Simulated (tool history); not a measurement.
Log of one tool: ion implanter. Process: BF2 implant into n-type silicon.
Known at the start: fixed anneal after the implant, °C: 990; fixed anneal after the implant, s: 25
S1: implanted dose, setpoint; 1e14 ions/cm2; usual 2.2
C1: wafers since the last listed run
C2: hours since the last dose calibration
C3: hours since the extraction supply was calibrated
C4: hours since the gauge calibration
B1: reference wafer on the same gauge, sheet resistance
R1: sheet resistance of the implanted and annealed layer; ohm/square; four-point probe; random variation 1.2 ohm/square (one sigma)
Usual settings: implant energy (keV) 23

Run 1, hour 0: usual settings; C1 0; C2 1450.6; C3 7147.5; C4 123.8; B1 565.75. Result: R1 506.67 ohm/square.
Run 2, hour 14.4: usual settings; C1 454; C2 1465; C3 7161.9; C4 138.2; B1 565.83. Result: R1 509.15 ohm/square.
Run 3, hour 37.5: usual settings; C1 729; C2 1488.1; C3 7185; C4 161.3; B1 565.64. Result: R1 508.75 ohm/square.
Run 4, hour 53.6: usual settings; C1 508; C2 1504.2; C3 7201.1; C4 177.4; B1 565.78. Result: R1 509.19 ohm/square.
Run 5, hour 82.5: usual settings but S1 2.63 1e14 ions/cm2, implant energy (keV) 17.5; C1 912; C2 1533.1; C3 7230; C4 206.3; B1 566.63. Result: R1 448.21 ohm/square.
Run 6, hour 110.4: usual settings but S1 2.63 1e14 ions/cm2, implant energy (keV) 17.5; C1 881; C2 1561; C3 7257.9; C4 234.2; B1 566.06. Result: R1 450.41 ohm/square.
Run 7, hour 127.4: usual settings but S1 2.63 1e14 ions/cm2, implant energy (keV) 17.5; C1 537; C2 1578; C3 7274.9; C4 251.2; B1 566.06. Result: R1 448.22 ohm/square.
At hour 154.3: gauge calibrated.
Run 8, hour 194.2: usual settings; C1 2110; C2 1644.8; C3 7341.7; C4 39.9; B1 565.88. Result: R1 509.37 ohm/square.
Run 9, hour 221.6: usual settings; C1 865; C2 1672.2; C3 7369.1; C4 67.3; B1 566.15. Result: R1 507.59 ohm/square.
Run 10, hour 246.4: usual settings but S1 1.95 1e14 ions/cm2, implant energy (keV) 20.5; C1 783; C2 1697; C3 7393.9; C4 92.1; B1 566.61. Result: R1 569.81 ohm/square.
At hour 277.7: extraction supply calibrated.
At hour 328.4: Faraday cup replaced and dose calibrated.
Run 11, hour 337.6: usual settings; C1 2375; C2 9.2; C3 59.9; C4 183.3; B1 566.02. Result: R1 508.72 ohm/square.
Run 12, hour 351.5: usual settings but S1 2.5 1e14 ions/cm2; C1 439; C2 23.1; C3 73.8; C4 197.2; B1 566.15. Result: R1 455.97 ohm/square.
Run 13, hour 368.4: usual settings but S1 2.62 1e14 ions/cm2, implant energy (keV) 29.5; C1 533; C2 40; C3 90.7; C4 214.1; B1 565.89. Result: R1 430.74 ohm/square.
Run 14, hour 401.6: usual settings but S1 1.94 1e14 ions/cm2, implant energy (keV) 20.5; C1 1048; C2 73.2; C3 123.9; C4 247.3; B1 565.86. Result: R1 572.98 ohm/square.
At hour 414.2: gauge calibrated.
Run 15, hour 425.7: usual settings but S1 2.78 1e14 ions/cm2; C1 761; C2 97.3; C3 148; C4 11.5; B1 565.89. Result: R1 416.32 ohm/square.
Run 16, hour 442.6: usual settings but S1 2.62 1e14 ions/cm2, implant energy (keV) 27; C1 533; C2 114.2; C3 164.9; C4 28.4; B1 566.01. Result: R1 434.71 ohm/square.
Run 17, hour 465.6: usual settings but S1 2.56 1e14 ions/cm2; C1 726; C2 137.2; C3 187.9; C4 51.4; B1 565.9. Result: R1 446.14 ohm/square.

Forecast each of these 4 alternatives for the next run:
Run A, hour 466: usual settings; C1 12; C2 137.6; C3 188.3; C4 51.8; B1 ?. Result: R1 ?.
Run B, hour 466: usual settings but S1 2.79 1e14 ions/cm2; C1 12; C2 137.6; C3 188.3; C4 51.8; B1 ?. Result: R1 ?.
Run C, hour 466: usual settings but implant energy (keV) 15; C1 12; C2 137.6; C3 188.3; C4 51.8; B1 ?. Result: R1 ?.
Run D, hour 466: usual settings but S1 2.63 1e14 ions/cm2, implant energy (keV) 29; C1 12; C2 137.6; C3 188.3; C4 51.8; B1 ?. Result: R1 ?.

run      B1      R1
  A  565.83  507.19
  B  565.83  415.35
  C  565.83  530.12
  D  565.83  429.86
Without the tool's hidden state the same runs would have given:
run      R1
  A  507.19
  B  415.35
  C  530.12
  D  429.86
